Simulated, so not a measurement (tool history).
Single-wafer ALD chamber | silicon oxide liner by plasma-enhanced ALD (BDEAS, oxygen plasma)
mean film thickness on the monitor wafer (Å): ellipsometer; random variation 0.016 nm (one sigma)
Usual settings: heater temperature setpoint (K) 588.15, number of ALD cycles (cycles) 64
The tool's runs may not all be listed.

| run | hour | heater temperature setpoint (K) | number of ALD cycles (cycles) | wafers since the last listed run | hours since the last thermocouple change | hours since the gauge calibration | read-back reference wafer on the same gauge, thickness_nm | mean film thickness on the monitor wafer (Å) |
|---|---|---|---|---|---|---|---|---|
| 1 | 0 | 581.15 | 69 | 0 | 115.7 | 2691.2 | 6.277 | 68.07 |
| 2 | 103.3 | 581.15 | 69 | 723 | 219 | 2794.5 | 6.28 | 68.53 |
| 3 | 143.8 | 588.15 | 64 | 283 | 259.5 | 2835 | 6.276 | 62.96 |
| 4 | 207.3 | 588.15 | 64 | 444 | 323 | 2898.5 | 6.28 | 62.77 |
| 5 | 250.5 | 588.15 | 67 | 302 | 366.2 | 2941.7 | 6.287 | 65.83 |
| 6 | 351.9 | 588.15 | 64 | 710 | 467.6 | 3043.1 | 6.276 | 63.01 |
| 7 | 415.6 | 588.15 | 64 | 446 | 531.3 | 3106.8 | 6.284 | 63.19 |
| 8 | 509.6 | 588.15 | 64 | 658 | 625.3 | 3200.8 | 6.281 | 63.13 |
| 9 | 556.6 | 583.15 | 64 | 329 | 672.3 | 3247.8 | 6.277 | 63.74 |
| 10 | 607.4 | 599.15 | 70 | 355 | 723.1 | 3298.6 | 6.287 | 67.92 |
| 11 | 695.8 | 599.15 | 70 | 619 | 811.5 | 3387 | 6.277 | 67.97 |
| 12 | 765.2 | 588.15 | 64 | 486 | 880.9 | 3456.4 | 6.283 | 63.36 |
| 13 | 819.1 | 581.15 | 64 | 377 | 934.8 | 3510.3 | 6.278 | 63.93 |
| 14 | 857 | 594.15 | 64 | 265 | 972.7 | 3548.2 | 6.282 | 62.34 |
|  | 898 | thermocouple changed; heater temperature recalibrated |
| 15 | 936 | 594.15 | 64 | 497 | 38 | 3627.2 | 6.276 | 61.81 |
| 16 | 977.4 | 588.15 | 64 | 289 | 79.4 | 3668.6 | 6.283 | 62.78 |
| 17 | 1046 | 588.15 | 64 | 480 | 148 | 3737.2 | 6.278 | 62.82 |
| 18 | 1082.7 | 588.15 | 64 | 257 | 184.7 | 3773.9 | 6.277 | 62.77 |
|  | 1108.7 | gauge calibrated |
| 19 | 1157 | 588.15 | 64 | 520 | 259 | 48.3 | 6.275 | 62.82 |
| 20 | 1222.4 | 588.15 | 64 | 458 | 324.4 | 113.7 | 6.275 | 62.88 |
| 21 | 1269.1 | 588.15 | 64 | 327 | 371.1 | 160.4 | 6.274 | 63.09 |
| 22 | 1306 | 588.15 | 64 | 258 | 408 | 197.3 | 6.281 | 63.01 |
| 23 | 1370.9 | 588.15 | 64 | 454 | 472.9 | 262.2 | 6.278 | 62.84 |
| 24 | 1427.5 | 583.15 | 71 | 396 | 529.5 | 318.8 | 6.283 | 70.55 |
| 25 | 1533.7 | 594.15 | 71 | 743 | 635.7 | 425 | 6.283 | 68.93 |
| 26 | 1577.5 | 576.15 | 52 | 306 | 679.5 | 468.8 | 6.287 | 52.61 |
| 27 | 1648.3 | 602.15 | 58 | 495 | 750.3 | 539.6 | 6.278 | 56.02 |
| 28 | 1710.3 | 588.15 | 64 | 434 | 812.3 | 601.6 | 6.275 | 62.88 |
| 29 | 1784.9 | 588.15 | 64 | 522 | 886.9 | 676.2 | 6.28 | 62.7 |
| 30 | 1848.5 | 588.15 | 64 | 445 | 950.5 | 739.8 | 6.273 | 63.21 |
| 31 | 1916.2 | 588.15 | 64 | 474 | 1018.2 | 807.5 | 6.28 | 63.19 |
|  | 1963.1 | thermocouple changed; heater temperature recalibrated |
| 32 | 1972 | 588.15 | 70 | 334 | 8.9 | 863.3 | 6.282 | 68.46 |
| 33 | 2057.7 | 574.15 | 64 | 600 | 94.6 | 949 | 6.275 | 64.12 |
| 34 | 2116.2 | 588.15 | 55 | 409 | 153.1 | 1007.5 | 6.279 | 53.95 |
| 35 | 2192.5 | 588.15 | 64 | 534 | 229.4 | 1083.8 | 6.277 | 62.79 |
| 36 | 2295.5 | 588.15 | 64 | 721 | 332.4 | 1186.8 | 6.277 | 63.01 |
| 37 | 2375.2 | 580.15 | 64 | 558 | 412.1 | 1266.5 | 6.277 | 63.93 |
| 38 | 2479.6 | 588.15 | 69 | 731 | 516.5 | 1370.9 | 6.276 | 68.15 |
| 39 | 2538.7 | 595.15 | 54 | 413 | 575.6 | 1430 | 6.287 | 52.73 |
| 40 | 2619.7 | 588.15 | 68 | 567 | 656.6 | 1511 | 6.279 | 66.97 |
| 41 | 2660.6 | 596.15 | 64 | 286 | 697.5 | 1551.9 | 6.286 | 62.28 |
| 42 | 2765.5 | 577.15 | 72 | 734 | 802.4 | 1656.8 | 6.284 | 72.63 |
| 43 | 2867.2 | 588.15 | 64 | 712 | 904.1 | 1758.5 | 6.278 | 63.05 |
| 44 | 2969.2 | 597.15 | 54 | 714 | 1006.1 | 1860.5 | 6.281 | 52.67 |
| 45 | 3083.7 | 588.15 | 64 | 801 | 1120.6 | 1975 | 6.282 | 63.13 |

Forecast each of these 5 alternatives for the next run:
| A | 3084.2 | 588.15 | 64 | 3 | 1121.1 | 1975.5 | ? | ? |
| B | 3084.2 | 597.15 | 60 | 3 | 1121.1 | 1975.5 | ? | ? |
| C | 3084.2 | 600.15 | 60 | 3 | 1121.1 | 1975.5 | ? | ? |
| D | 3084.2 | 582.15 | 58 | 3 | 1121.1 | 1975.5 | ? | ? |
| E | 3084.2 | 593.15 | 54 | 3 | 1121.1 | 1975.5 | ? | ? |

| run | read-back reference wafer on the same gauge, thickness_nm | mean film thickness on the monitor wafer (Å) |
|---|---|---|
| A | 6.284 | 63.07 |
| B | 6.284 | 58.27 |
| C | 6.284 | 57.98 |
| D | 6.284 | 57.71 |
| E | 6.284 | 52.79 |
Without the tool's hidden state the same runs would have given:
| run | mean film thickness on the monitor wafer (Å) |
|---|---|
| A | 62.48 |
| B | 57.71 |
| C | 57.43 |
| D | 57.17 |
| E | 52.28 |

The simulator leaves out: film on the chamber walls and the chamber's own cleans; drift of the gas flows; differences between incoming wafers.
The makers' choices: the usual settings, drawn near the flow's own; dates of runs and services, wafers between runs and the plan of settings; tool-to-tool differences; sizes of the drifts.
